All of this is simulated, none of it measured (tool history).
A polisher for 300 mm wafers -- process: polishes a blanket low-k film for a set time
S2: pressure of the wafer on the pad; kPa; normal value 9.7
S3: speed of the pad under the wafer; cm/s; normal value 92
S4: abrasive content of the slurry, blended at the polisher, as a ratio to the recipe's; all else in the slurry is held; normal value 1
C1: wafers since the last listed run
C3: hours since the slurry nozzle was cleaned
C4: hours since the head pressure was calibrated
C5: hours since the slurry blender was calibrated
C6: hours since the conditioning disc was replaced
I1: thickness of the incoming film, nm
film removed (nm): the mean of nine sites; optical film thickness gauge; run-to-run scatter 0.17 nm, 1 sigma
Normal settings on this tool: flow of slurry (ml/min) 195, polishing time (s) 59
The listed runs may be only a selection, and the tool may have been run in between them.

run 1 hour=0 | flow_of_slurry_(ml/min)=195 S2=9.7 S3=76 S4=1.2 polishing_time_(s)=59 | C1=0 wafers_polished_on_this_pad=4 C3=558 C4=1197 C5=143.2 C6=141.3 | I1=630.7 | film_removed_(nm)=18.1
run 2 hour=7.4 | flow_of_slurry_(ml/min)=195 S2=9.7 S3=92 S4=1 polishing_time_(s)=59 | C1=66 wafers_polished_on_this_pad=70 C3=565.4 C4=1204.4 C5=150.6 C6=148.7 | I1=634.6 | film_removed_(nm)=18.1
run 3 hour=13.6 | flow_of_slurry_(ml/min)=195 S2=9.7 S3=92 S4=1 polishing_time_(s)=59 | C1=55 wafers_polished_on_this_pad=125 C3=571.6 C4=1210.6 C5=156.8 C6=154.9 | I1=639.2 | film_removed_(nm)=18.4
run 4 hour=21.4 | flow_of_slurry_(ml/min)=195 S2=9.7 S3=92 S4=1 polishing_time_(s)=59 | C1=69 wafers_polished_on_this_pad=195 C3=579.4 C4=1218.4 C5=164.6 C6=162.7 | I1=650.1 | film_removed_(nm)=18
run 5 hour=39.2 | flow_of_slurry_(ml/min)=195 S2=9.7 S3=92 S4=1 polishing_time_(s)=59 | C1=158 wafers_polished_on_this_pad=354 C3=597.2 C4=1236.2 C5=182.4 C6=180.5 | I1=641.5 | film_removed_(nm)=18.1
run 6 hour=45.4 | flow_of_slurry_(ml/min)=195 S2=9.7 S3=92 S4=1 polishing_time_(s)=59 | C1=55 wafers_polished_on_this_pad=409 C3=603.4 C4=1242.4 C5=188.6 C6=186.7 | I1=642 | film_removed_(nm)=17.8
run 7 hour=54.5 | flow_of_slurry_(ml/min)=195 S2=9.7 S3=92 S4=1 polishing_time_(s)=59 | C1=81 wafers_polished_on_this_pad=490 C3=612.5 C4=1251.5 C5=197.7 C6=195.8 | I1=640.6 | film_removed_(nm)=18.5
-- hour=60.9 conditioning disc replaced and pad reconditioned
run 8 hour=64.2 | flow_of_slurry_(ml/min)=195 S2=9.7 S3=92 S4=1 polishing_time_(s)=59 | C1=68 wafers_polished_on_this_pad=559 C3=622.2 C4=1261.2 C5=207.4 C6=3.3 | I1=637 | film_removed_(nm)=17.9
run 9 hour=79.7 | flow_of_slurry_(ml/min)=195 S2=9.7 S3=92 S4=1 polishing_time_(s)=59 | C1=138 wafers_polished_on_this_pad=697 C3=637.7 C4=1276.7 C5=222.9 C6=18.8 | I1=634.1 | film_removed_(nm)=18
-- hour=86.9 worn pad replaced by a new one
run 10 hour=87.4 | flow_of_slurry_(ml/min)=195 S2=9.7 S3=114 S4=1 polishing_time_(s)=59 | C1=33 wafers_polished_on_this_pad=4 C3=645.4 C4=1284.4 C5=230.6 C6=26.5 | I1=637.9 | film_removed_(nm)=20.7
run 11 hour=92.9 | flow_of_slurry_(ml/min)=195 S2=9.7 S3=114 S4=1 polishing_time_(s)=59 | C1=49 wafers_polished_on_this_pad=53 C3=650.9 C4=1289.9 C5=236.1 C6=32 | I1=639.3 | film_removed_(nm)=20.3
run 12 hour=101.4 | flow_of_slurry_(ml/min)=195 S2=9.7 S3=92 S4=1 polishing_time_(s)=59 | C1=75 wafers_polished_on_this_pad=129 C3=659.4 C4=1298.4 C5=244.6 C6=40.5 | I1=631.9 | film_removed_(nm)=18.3
-- hour=105 slurry blender recalibrated
run 13 hour=116.1 | flow_of_slurry_(ml/min)=235 S2=11.7 S3=92 S4=1 polishing_time_(s)=59 | C1=113 wafers_polished_on_this_pad=242 C3=674.1 C4=1313.1 C5=11.1 C6=55.2 | I1=649.5 | film_removed_(nm)=20.9
run 14 hour=125.7 | flow_of_slurry_(ml/min)=195 S2=9.7 S3=92 S4=1 polishing_time_(s)=50 | C1=85 wafers_polished_on_this_pad=328 C3=683.7 C4=1322.7 C5=20.7 C6=64.8 | I1=648.5 | film_removed_(nm)=15.2
run 15 hour=134.4 | flow_of_slurry_(ml/min)=165 S2=11.7 S3=92 S4=1 polishing_time_(s)=44 | C1=77 wafers_polished_on_this_pad=405 C3=692.4 C4=1331.4 C5=29.4 C6=73.5 | I1=626.3 | film_removed_(nm)=15
run 16 hour=143.9 | flow_of_slurry_(ml/min)=195 S2=9.7 S3=92 S4=1 polishing_time_(s)=69 | C1=84 wafers_polished_on_this_pad=490 C3=701.9 C4=1340.9 C5=38.9 C6=83 | I1=643.6 | film_removed_(nm)=21.4
-- hour=159.6 head pressure recalibrated
-- hour=184.5 worn pad replaced by a new one
run 17 hour=185 | flow_of_slurry_(ml/min)=195 S2=9.7 S3=92 S4=1 polishing_time_(s)=59 | C1=313 wafers_polished_on_this_pad=4 C3=743 C4=25.4 C5=80 C6=124.1 | I1=638.1 | film_removed_(nm)=18.1
-- hour=190 slurry nozzle cleaned
run 18 hour=221.6 | flow_of_slurry_(ml/min)=155 S2=9.7 S3=92 S4=1 polishing_time_(s)=52 | C1=317 wafers_polished_on_this_pad=322 C3=31.6 C4=62 C5=116.6 C6=160.7 | I1=634.2 | film_removed_(nm)=15.7
run 19 hour=237.1 | flow_of_slurry_(ml/min)=130 S2=9.7 S3=104 S4=1 polishing_time_(s)=59 | C1=138 wafers_polished_on_this_pad=460 C3=47.1 C4=77.5 C5=132.1 C6=176.2 | I1=640.9 | film_removed_(nm)=18.1
run 20 hour=246.2 | flow_of_slurry_(ml/min)=195 S2=11.7 S3=120 S4=1 polishing_time_(s)=42 | C1=81 wafers_polished_on_this_pad=542 C3=56.2 C4=86.6 C5=141.2 C6=185.3 | I1=642.4 | film_removed_(nm)=16.8
run 21 hour=258.6 | flow_of_slurry_(ml/min)=130 S2=9.7 S3=92 S4=1 polishing_time_(s)=59 | C1=110 wafers_polished_on_this_pad=652 C3=68.6 C4=99 C5=153.6 C6=197.7 | I1=629.6 | film_removed_(nm)=16.9
-- hour=261.6 conditioning disc replaced and pad reconditioned
-- hour=268.9 worn pad replaced by a new one
run 22 hour=272.2 | flow_of_slurry_(ml/min)=195 S2=9.7 S3=92 S4=1 polishing_time_(s)=59 | C1=67 wafers_polished_on_this_pad=29 C3=82.2 C4=112.6 C5=167.2 C6=10.6 | I1=643.5 | film_removed_(nm)=18.1
-- hour=320.9 slurry blender recalibrated
run 23 hour=321.5 | flow_of_slurry_(ml/min)=145 S2=11.7 S3=92 S4=1.2 polishing_time_(s)=39 | C1=422 wafers_polished_on_this_pad=451 C3=131.5 C4=161.9 C5=0.6 C6=59.9 | I1=650.9 | film_removed_(nm)=14.2
run 24 hour=328.3 | flow_of_slurry_(ml/min)=165 S2=9.7 S3=92 S4=1 polishing_time_(s)=59 | C1=60 wafers_polished_on_this_pad=512 C3=138.3 C4=168.7 C5=7.4 C6=66.7 | I1=640.1 | film_removed_(nm)=17.7
run 25 hour=345 | flow_of_slurry_(ml/min)=195 S2=9.7 S3=122 S4=1 polishing_time_(s)=59 | C1=149 wafers_polished_on_this_pad=661 C3=155 C4=185.4 C5=24.1 C6=83.4 | I1=638.1 | film_removed_(nm)=21.6
run 26 hour=355 | flow_of_slurry_(ml/min)=195 S2=9.7 S3=76 S4=0.8 polishing_time_(s)=59 | C1=89 wafers_polished_on_this_pad=750 C3=165 C4=195.4 C5=34.1 C6=93.4 | I1=641.2 | film_removed_(nm)=14.6
-- hour=367.3 worn pad replaced by a new one
run 27 hour=371.2 | flow_of_slurry_(ml/min)=195 S2=10.3 S3=120 S4=1.2 polishing_time_(s)=59 | C1=108 wafers_polished_on_this_pad=35 C3=181.2 C4=211.6 C5=50.3 C6=109.6 | I1=642.8 | film_removed_(nm)=24.1

3 options for the next run, each taken on its own from the tool as it stands now. Forecast them:
run A hour=371.6 | flow_of_slurry_(ml/min)=195 S2=9.7 S3=92 S4=1 polishing_time_(s)=59 | C1=3 wafers_polished_on_this_pad=38 C3=181.6 C4=212 C5=50.7 C6=110 | I1=644.1 | film_removed_(nm)=?
run B hour=371.6 | flow_of_slurry_(ml/min)=195 S2=9.7 S3=120 S4=1 polishing_time_(s)=59 | C1=3 wafers_polished_on_this_pad=38 C3=181.6 C4=212 C5=50.7 C6=110 | I1=644.1 | film_removed_(nm)=?
run C hour=371.6 | flow_of_slurry_(ml/min)=195 S2=11.7 S3=82 S4=1 polishing_time_(s)=59 | C1=3 wafers_polished_on_this_pad=38 C3=181.6 C4=212 C5=50.7 C6=110 | I1=644.1 | film_removed_(nm)=?

run=A film_removed_(nm)=17.7
run=B film_removed_(nm)=20.5
run=C film_removed_(nm)=18.8
Take away the tool's hidden state, keep each run's random variation, and the runs would have read:
run=A film_removed_(nm)=17.7
run=B film_removed_(nm)=20.5
run=C film_removed_(nm)=18.8

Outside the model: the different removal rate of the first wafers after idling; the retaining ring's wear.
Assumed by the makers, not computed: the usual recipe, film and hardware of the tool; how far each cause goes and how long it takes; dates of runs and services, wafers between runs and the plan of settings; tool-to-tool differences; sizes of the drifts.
